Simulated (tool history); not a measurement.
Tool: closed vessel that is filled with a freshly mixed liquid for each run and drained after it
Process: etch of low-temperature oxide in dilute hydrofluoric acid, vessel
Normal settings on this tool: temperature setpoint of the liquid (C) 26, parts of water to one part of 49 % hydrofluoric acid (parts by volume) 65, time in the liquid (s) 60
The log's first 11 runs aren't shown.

| run | hour | temperature setpoint of the liquid (C) | parts of water to one part of 49 % hydrofluoric acid (parts by volume) | time in the liquid (s) | read-back film thickness of the low-temperature oxide reference wafer, read on the same gauge (nm) | thickness taken off the low-temperature oxide on a monitor wafer (angstrom) |
|---|---|---|---|---|---|---|
| 12 | 940.8 | 26 | 60 | 80 | 69.99 | 546 |
| 13 | 1013.9 | 26 | 65 | 60 | 69.98 | 384.2 |
|  | 1070 | gauge calibrated |
| 14 | 1116.1 | 26 | 90 | 60 | 69.99 | 265.4 |
| 15 | 1190.7 | 26 | 90 | 45 | 70.02 | 203.3 |
| 16 | 1263.5 | 26 | 65 | 60 | 69.98 | 383.7 |
| 17 | 1306.5 | 26 | 65 | 40 | 70 | 261.6 |
| 18 | 1485.1 | 23.5 | 95 | 90 | 69.95 | 352.6 |
|  | 1513.7 | thermometer replaced |
| 19 | 1524.5 | 26 | 45 | 60 | 70 | 544.6 |
| 20 | 1619.6 | 30.5 | 65 | 60 | 70.03 | 447.3 |
| 21 | 1714.6 | 26 | 65 | 60 | 70.02 | 375.1 |
| 22 | 1765.1 | 23.5 | 65 | 60 | 70.02 | 339.8 |
| 23 | 1854.6 | 23 | 65 | 60 | 69.98 | 338 |
| 24 | 1905 | 26 | 50 | 45 | 69.99 | 385.6 |
| 25 | 2010.5 | 26 | 65 | 60 | 70.01 | 387.5 |
| 26 | 2103.5 | 22.5 | 85 | 60 | 70.03 | 248 |
|  | 2161 | thermometer replaced |
| 27 | 2187.2 | 26 | 65 | 60 | 70.05 | 366.1 |
| 28 | 2288.2 | 26 | 65 | 60 | 69.99 | 372.4 |
| 29 | 2340.3 | 26 | 65 | 85 | 69.97 | 529.3 |
| 30 | 2409.2 | 29.5 | 75 | 60 | 70.01 | 367.2 |
| 31 | 2466.9 | 30 | 50 | 45 | 70 | 445.7 |

Predict each of these 5 candidate next runs independently; none follows another, all start after run 31:
| A | 2467.6 | 26 | 65 | 30 | ? | ? |
| B | 2467.6 | 26 | 35 | 60 | ? | ? |
| C | 2467.6 | 22 | 90 | 60 | ? | ? |
| D | 2467.6 | 26 | 65 | 50 | ? | ? |
| E | 2467.6 | 21 | 50 | 75 | ? | ? |

| run | read-back film thickness of the low-temperature oxide reference wafer, read on the same gauge (nm) | thickness taken off the low-temperature oxide on a monitor wafer (angstrom) |
|---|---|---|
| A | 70.01 | 189.8 |
| B | 70.01 | 735.7 |
| C | 70.01 | 226.2 |
| D | 70.01 | 316.4 |
| E | 70.01 | 513.1 |
Without the tool's unlogged condition, the same runs would have read:
| run | thickness taken off the low-temperature oxide on a monitor wafer (angstrom) |
|---|---|
| A | 184.5 |
| B | 714.4 |
| C | 219.7 |
| D | 307.4 |
| E | 497.8 |
